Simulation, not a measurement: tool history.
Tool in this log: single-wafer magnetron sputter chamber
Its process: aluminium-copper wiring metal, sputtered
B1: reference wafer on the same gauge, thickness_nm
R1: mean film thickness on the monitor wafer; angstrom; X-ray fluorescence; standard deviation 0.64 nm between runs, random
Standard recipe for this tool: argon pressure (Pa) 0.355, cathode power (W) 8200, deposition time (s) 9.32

{"run": 1, "day": 0.0, "argon pressure (Pa)": 0.383, "cathode power (W)": 8200, "deposition time (s)": 9.32, "B1": 158.11, "R1": 1429.98}
{"run": 2, "day": 2.017, "argon pressure (Pa)": 0.355, "cathode power (W)": 8200, "deposition time (s)": 9.32, "B1": 157.965, "R1": 1443.56}
{"run": 3, "day": 4.004, "argon pressure (Pa)": 0.355, "cathode power (W)": 8200, "deposition time (s)": 9.32, "B1": 157.942, "R1": 1438.74}
{"day": 6.208, "done": "sputter target and shields replaced"}
{"run": 4, "day": 7.442, "argon pressure (Pa)": 0.355, "cathode power (W)": 8200, "deposition time (s)": 9.32, "B1": 157.961, "R1": 1439.35}
{"run": 5, "day": 9.2, "argon pressure (Pa)": 0.355, "cathode power (W)": 8200, "deposition time (s)": 10.71, "B1": 157.916, "R1": 1656.04}
{"run": 6, "day": 10.875, "argon pressure (Pa)": 0.355, "cathode power (W)": 8200, "deposition time (s)": 9.32, "B1": 157.933, "R1": 1446.93}
{"run": 7, "day": 12.604, "argon pressure (Pa)": 0.355, "cathode power (W)": 8200, "deposition time (s)": 9.32, "B1": 158.028, "R1": 1437.81}
{"run": 8, "day": 15.483, "argon pressure (Pa)": 0.355, "cathode power (W)": 8200, "deposition time (s)": 9.32, "B1": 157.961, "R1": 1445.16}
{"run": 9, "day": 19.012, "argon pressure (Pa)": 0.355, "cathode power (W)": 8200, "deposition time (s)": 9.32, "B1": 158.0, "R1": 1446.52}
{"day": 24.325, "done": "sputter target and shields replaced"}
{"run": 10, "day": 25.017, "argon pressure (Pa)": 0.355, "cathode power (W)": 8200, "deposition time (s)": 9.32, "B1": 157.97, "R1": 1437.22}
{"run": 11, "day": 28.375, "argon pressure (Pa)": 0.355, "cathode power (W)": 8200, "deposition time (s)": 9.32, "B1": 157.962, "R1": 1436.88}
{"run": 12, "day": 30.854, "argon pressure (Pa)": 0.355, "cathode power (W)": 8200, "deposition time (s)": 9.32, "B1": 157.907, "R1": 1427.46}
{"day": 32.708, "done": "gauge calibrated"}
{"run": 13, "day": 32.992, "argon pressure (Pa)": 0.355, "cathode power (W)": 8200, "deposition time (s)": 9.32, "B1": 158.045, "R1": 1436.96}
{"run": 14, "day": 37.258, "argon pressure (Pa)": 0.355, "cathode power (W)": 8200, "deposition time (s)": 9.93, "B1": 157.96, "R1": 1524.1}
{"run": 15, "day": 39.742, "argon pressure (Pa)": 0.398, "cathode power (W)": 7700, "deposition time (s)": 10.7, "B1": 157.963, "R1": 1514.36}
{"run": 16, "day": 41.338, "argon pressure (Pa)": 0.355, "cathode power (W)": 8800, "deposition time (s)": 9.32, "B1": 157.977, "R1": 1531.8}
{"run": 17, "day": 42.917, "argon pressure (Pa)": 0.355, "cathode power (W)": 7200, "deposition time (s)": 7.46, "B1": 157.943, "R1": 1001.15}
{"day": 44.267, "done": "magnet pack replaced"}
{"day": 44.612, "done": "sputter target and shields replaced"}
{"run": 18, "day": 47.333, "argon pressure (Pa)": 0.355, "cathode power (W)": 9950, "deposition time (s)": 9.32, "B1": 158.028, "R1": 1727.52}
{"run": 19, "day": 51.738, "argon pressure (Pa)": 0.355, "cathode power (W)": 8200, "deposition time (s)": 9.32, "B1": 157.834, "R1": 1422.67}
{"day": 52.229, "done": "capacitance manometer re-zeroed and calibrated"}
{"run": 20, "day": 55.038, "argon pressure (Pa)": 0.355, "cathode power (W)": 8200, "deposition time (s)": 9.32, "B1": 157.88, "R1": 1440.41}
{"run": 21, "day": 56.704, "argon pressure (Pa)": 0.405, "cathode power (W)": 6700, "deposition time (s)": 10.66, "B1": 157.817, "R1": 1334.36}
{"run": 22, "day": 58.85, "argon pressure (Pa)": 0.408, "cathode power (W)": 9700, "deposition time (s)": 8.25, "B1": 158.067, "R1": 1488.41}
{"day": 62.708, "done": "sputter target and shields replaced"}
{"run": 23, "day": 63.325, "argon pressure (Pa)": 0.252, "cathode power (W)": 7200, "deposition time (s)": 9.81, "B1": 157.92, "R1": 1382.62}
{"run": 24, "day": 65.15, "argon pressure (Pa)": 0.281, "cathode power (W)": 9950, "deposition time (s)": 10.57, "B1": 158.056, "R1": 2030.65}
{"run": 25, "day": 69.258, "argon pressure (Pa)": 0.355, "cathode power (W)": 8200, "deposition time (s)": 9.32, "B1": 158.071, "R1": 1436.06}
{"run": 26, "day": 71.304, "argon pressure (Pa)": 0.26, "cathode power (W)": 7600, "deposition time (s)": 10.91, "B1": 158.01, "R1": 1619.82}
{"run": 27, "day": 72.917, "argon pressure (Pa)": 0.481, "cathode power (W)": 10100, "deposition time (s)": 10.35, "B1": 157.909, "R1": 1886.31}
{"run": 28, "day": 74.488, "argon pressure (Pa)": 0.244, "cathode power (W)": 9150, "deposition time (s)": 7.95, "B1": 158.051, "R1": 1429.52}
{"run": 29, "day": 77.792, "argon pressure (Pa)": 0.355, "cathode power (W)": 6250, "deposition time (s)": 9.32, "B1": 157.882, "R1": 1093.49}
{"run": 30, "day": 80.746, "argon pressure (Pa)": 0.278, "cathode power (W)": 8200, "deposition time (s)": 9.94, "B1": 157.892, "R1": 1590.66}
{"day": 82.154, "done": "sputter target and shields replaced"}
{"run": 31, "day": 82.471, "argon pressure (Pa)": 0.355, "cathode power (W)": 8200, "deposition time (s)": 9.32, "B1": 157.955, "R1": 1431.64}

What does the tool deliver on the next run?
{"run": 32, "day": 84.379, "argon pressure (Pa)": 0.355, "cathode power (W)": 6300, "deposition time (s)": 10.13, "B1": "?", "R1": "?"}

For run 32 the tool returned B1 158.030, R1 1201.84 angstrom.
Take away the tool's hidden state, keep the run-to-run variation as it was, and the same run would have given R1 1214.47 angstrom.

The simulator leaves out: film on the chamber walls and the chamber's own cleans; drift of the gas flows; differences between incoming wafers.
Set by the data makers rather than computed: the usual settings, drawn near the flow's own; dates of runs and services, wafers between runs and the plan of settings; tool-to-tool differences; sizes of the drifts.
